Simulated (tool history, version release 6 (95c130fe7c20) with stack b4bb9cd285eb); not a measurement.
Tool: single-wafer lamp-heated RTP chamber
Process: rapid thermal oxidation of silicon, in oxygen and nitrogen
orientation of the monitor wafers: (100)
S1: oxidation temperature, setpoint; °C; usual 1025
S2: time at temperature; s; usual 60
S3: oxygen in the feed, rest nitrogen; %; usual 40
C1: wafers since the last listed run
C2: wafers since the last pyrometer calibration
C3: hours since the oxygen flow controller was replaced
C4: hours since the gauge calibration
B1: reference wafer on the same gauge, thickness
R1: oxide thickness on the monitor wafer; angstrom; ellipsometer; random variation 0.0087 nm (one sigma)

run 1 day=0 | S1=1025 S2=60 S3=56 | C1=0 C2=5328 C3=3300 C4=196.3 | B1=5.939 | R1=65.64
run 2 day=0.292 | S1=1025 S2=60 S3=56 | C1=70 C2=5399 C3=3307 C4=203.3 | B1=5.942 | R1=65.69
run 3 day=0.617 | S1=1006 S2=60 S3=27 | C1=78 C2=5478 C3=3314.8 C4=211.1 | B1=5.94 | R1=45.38
run 4 day=1.129 | S1=1006 S2=60 S3=27 | C1=124 C2=5602 C3=3327.1 C4=223.4 | B1=5.946 | R1=45.33
run 5 day=1.75 | S1=1025 S2=80 S3=21 | C1=150 C2=5753 C3=3342 C4=238.3 | B1=5.942 | R1=53.22
run 6 day=2.446 | S1=1025 S2=60 S3=40 | C1=168 C2=5921 C3=3358.7 C4=255 | B1=5.938 | R1=58.63
run 7 day=3.088 | S1=1025 S2=60 S3=40 | C1=155 C2=6077 C3=3374.1 C4=270.4 | B1=5.94 | R1=58.63
run 8 day=3.812 | S1=1025 S2=60 S3=40 | C1=175 C2=6253 C3=3391.5 C4=287.8 | B1=5.944 | R1=58.32
run 9 day=4.167 | S1=1025 S2=60 S3=40 | C1=85 C2=6339 C3=3400 C4=296.3 | B1=5.943 | R1=58.54
run 10 day=4.842 | S1=1025 S2=60 S3=40 | C1=163 C2=6503 C3=3416.2 C4=312.5 | B1=5.939 | R1=58.42
run 11 day=5.454 | S1=1025 S2=68 S3=40 | C1=148 C2=6651 C3=3430.9 C4=327.2 | B1=5.934 | R1=61.75
run 12 day=5.833 | S1=1025 S2=68 S3=40 | C1=91 C2=6743 C3=3440 C4=336.3 | B1=5.944 | R1=61.84
run 13 day=6.442 | S1=1025 S2=68 S3=40 | C1=147 C2=6891 C3=3454.6 C4=350.9 | B1=5.937 | R1=61.71
run 14 day=7.179 | S1=1025 S2=60 S3=40 | C1=178 C2=7070 C3=3472.3 C4=368.6 | B1=5.943 | R1=58.44
run 15 day=7.833 | S1=1040 S2=60 S3=40 | C1=158 C2=7228 C3=3488 C4=384.3 | B1=5.938 | R1=64.54
run 16 day=8.488 | S1=1025 S2=88 S3=67 | C1=158 C2=7387 C3=3503.7 C4=400 | B1=5.942 | R1=82.67
run 17 day=9.104 | S1=998 S2=75 S3=30 | C1=149 C2=7536 C3=3518.5 C4=414.8 | B1=5.94 | R1=48.85
run 18 day=9.517 | S1=1016 S2=60 S3=17 | C1=100 C2=7637 C3=3528.4 C4=424.7 | B1=5.939 | R1=42.22
run 19 day=10.112 | S1=1025 S2=60 S3=40 | C1=144 C2=7781 C3=3542.7 C4=439 | B1=5.936 | R1=58.41
run 20 day=10.696 | S1=1001 S2=42 S3=50 | C1=141 C2=7923 C3=3556.7 C4=453 | B1=5.934 | R1=46.02
run 21 day=11.4 | S1=1046 S2=85 S3=17 | C1=170 C2=8093 C3=3573.6 C4=469.9 | B1=5.936 | R1=58.62
-- day=11.971 gauge calibrated
run 22 day=12.079 | S1=1002 S2=48 S3=49 | C1=164 C2=8258 C3=3589.9 C4=2.6 | B1=5.944 | R1=48.89
run 23 day=12.617 | S1=1025 S2=60 S3=30 | C1=130 C2=8388 C3=3602.8 C4=15.5 | B1=5.939 | R1=53.24
run 24 day=13.238 | S1=1025 S2=60 S3=40 | C1=150 C2=8539 C3=3617.7 C4=30.4 | B1=5.942 | R1=58.44
run 25 day=13.854 | S1=1038 S2=80 S3=17 | C1=149 C2=8689 C3=3632.5 C4=45.2 | B1=5.938 | R1=54.41
run 26 day=14.258 | S1=1025 S2=47 S3=40 | C1=98 C2=8787 C3=3642.2 C4=54.9 | B1=5.936 | R1=52.79
run 27 day=14.946 | S1=1012 S2=60 S3=56 | C1=166 C2=8953 C3=3658.7 C4=71.4 | B1=5.94 | R1=59.94
run 28 day=15.304 | S1=1049 S2=60 S3=25 | C1=86 C2=9040 C3=3667.3 C4=80 | B1=5.942 | R1=58.62
-- day=16.312 pyrometer window cleaned and pyrometer calibrated
run 29 day=16.333 | S1=1053 S2=34 S3=40 | C1=168 C2=5 C3=3692 C4=104.7 | B1=5.943 | R1=54.93
run 30 day=16.529 | S1=1035 S2=37 S3=52 | C1=47 C2=52 C3=3696.7 C4=109.4 | B1=5.941 | R1=55.19
-- day=17.642 oxygen flow controller replaced
run 31 day=18.275 | S1=1046 S2=32 S3=53 | C1=342 C2=395 C3=15.2 C4=151.3 | B1=5.938 | R1=56.5
run 32 day=18.542 | S1=1038 S2=80 S3=17 | C1=64 C2=459 C3=21.6 C4=157.7 | B1=5.94 | R1=53.89
run 33 day=18.929 | S1=1025 S2=60 S3=40 | C1=93 C2=553 C3=30.9 C4=167 | B1=5.936 | R1=58.27
run 34 day=19.65 | S1=1017 S2=72 S3=40 | C1=174 C2=728 C3=48.2 C4=184.3 | B1=5.944 | R1=59.59
run 35 day=20.338 | S1=1025 S2=60 S3=40 | C1=166 C2=895 C3=64.7 C4=200.8 | B1=5.941 | R1=58.35
run 36 day=20.867 | S1=1025 S2=60 S3=49 | C1=128 C2=1023 C3=77.4 C4=213.5 | B1=5.937 | R1=62.42
run 37 day=22.804 | S1=1025 S2=60 S3=17 | C1=469 C2=1493 C3=123.9 C4=260 | B1=5.945 | R1=44.23
run 38 day=23.117 | S1=1025 S2=60 S3=40 | C1=75 C2=1569 C3=131.4 C4=267.5 | B1=5.937 | R1=58.27
run 39 day=23.633 | S1=1033 S2=60 S3=40 | C1=125 C2=1695 C3=143.8 C4=279.9 | B1=5.942 | R1=61.59

Hidden state or all else? Some run-to-run changes of R1, split into what the settings, what came in and random variation would give without the hidden state, and what is left for the hidden state (with any gauge scatter that isn't in both results):
The hidden state here: true wafer temperature minus pyrometer reading, K; deviation of the oxygen flow from its setpoint, %; gauge reads high (%).
Run 2 -> 3: S1 1025 -> 1006, S3 56 -> 27. R1 -20.31 angstrom: hidden state -0.18, all else -20.13.
Run 16 -> 17: S1 1025 -> 998, S2 88 -> 75, S3 67 -> 30. R1 -33.82 angstrom: hidden state -0.32, all else -33.5.
Run 18 -> 19: S1 1016 -> 1025, S3 17 -> 40. R1 +16.19 angstrom: hidden state +0.19, all else +16.
Run 28 -> 29: S1 1049 -> 1053, S2 60 -> 34, S3 25 -> 40, pyrometer window cleaned and pyrometer calibrated. R1 -3.69 angstrom: hidden state -0.42, all else -3.27.
Run 36 -> 37: S3 49 -> 17. R1 -18.19 angstrom: hidden state -0.06, all else -18.13.
